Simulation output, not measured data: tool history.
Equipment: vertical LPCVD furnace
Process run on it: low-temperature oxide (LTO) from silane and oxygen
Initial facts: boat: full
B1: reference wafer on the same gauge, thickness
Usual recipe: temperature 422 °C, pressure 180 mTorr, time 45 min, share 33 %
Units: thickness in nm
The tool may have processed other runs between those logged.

{"run": 1, "hour": 0.0, "temperature": 422, "pressure": 180, "time": 45, "share": 33, "B1": 399.31, "thickness": 356.46}
{"run": 2, "hour": 34.1, "temperature": 422, "pressure": 180, "time": 45, "share": 33, "B1": 400.09, "thickness": 355.92}
{"run": 3, "hour": 90.6, "temperature": 422, "pressure": 180, "time": 45, "share": 33, "B1": 399.98, "thickness": 357.15}
{"run": 4, "hour": 142.9, "temperature": 422, "pressure": 205, "time": 45, "share": 33, "B1": 400.32, "thickness": 404.92}
{"run": 5, "hour": 194.9, "temperature": 425, "pressure": 180, "time": 45, "share": 32, "B1": 400.07, "thickness": 351.21}
{"run": 6, "hour": 250.9, "temperature": 425, "pressure": 180, "time": 45, "share": 32, "B1": 400.54, "thickness": 350.79}
{"run": 7, "hour": 303.8, "temperature": 425, "pressure": 180, "time": 45, "share": 32, "B1": 400.29, "thickness": 353.18}
{"run": 8, "hour": 368.9, "temperature": 422, "pressure": 180, "time": 45, "share": 33, "B1": 399.71, "thickness": 353.91}
{"run": 9, "hour": 432.2, "temperature": 422, "pressure": 180, "time": 45, "share": 33, "B1": 400.02, "thickness": 355.09}
{"run": 10, "hour": 471.4, "temperature": 422, "pressure": 180, "time": 45, "share": 33, "B1": 399.27, "thickness": 352.47}
{"run": 11, "hour": 523.0, "temperature": 422, "pressure": 180, "time": 45, "share": 33, "B1": 400.32, "thickness": 353.52}
{"hour": 577.7, "done": "gauge calibrated"}
{"hour": 582.7, "done": "thermocouples replaced and temperature profile calibrated"}
{"hour": 596.7, "done": "silane flow controller replaced"}
{"run": 12, "hour": 614.5, "temperature": 422, "pressure": 145, "time": 45, "share": 33, "B1": 400.48, "thickness": 286.35}
{"run": 13, "hour": 670.6, "temperature": 422, "pressure": 165, "time": 37.5, "share": 29, "B1": 399.85, "thickness": 226.14}
{"hour": 722.6, "done": "pressure gauge zeroed"}
{"run": 14, "hour": 723.1, "temperature": 422, "pressure": 180, "time": 59, "share": 38, "B1": 399.37, "thickness": 555.83}
{"run": 15, "hour": 740.4, "temperature": 431, "pressure": 220, "time": 61, "share": 37, "B1": 400.01, "thickness": 743.5}
{"run": 16, "hour": 805.4, "temperature": 422, "pressure": 180, "time": 45, "share": 33, "B1": 399.78, "thickness": 354.23}
{"run": 17, "hour": 862.6, "temperature": 422, "pressure": 180, "time": 63, "share": 33, "B1": 399.89, "thickness": 499.18}
{"run": 18, "hour": 933.6, "temperature": 422, "pressure": 180, "time": 59.5, "share": 33, "B1": 399.87, "thickness": 467.93}

For run 19, what comes out?
{"run": 19, "hour": 980.9, "temperature": 422, "pressure": 200, "time": 62.5, "share": 33, "B1": "?", "thickness": "?"}

{"run 19": {"B1": 400.12, "thickness": 547.6}}
With the hidden condition absent and the run-to-run variation left alone, this run would have shown thickness 547.6 nm.
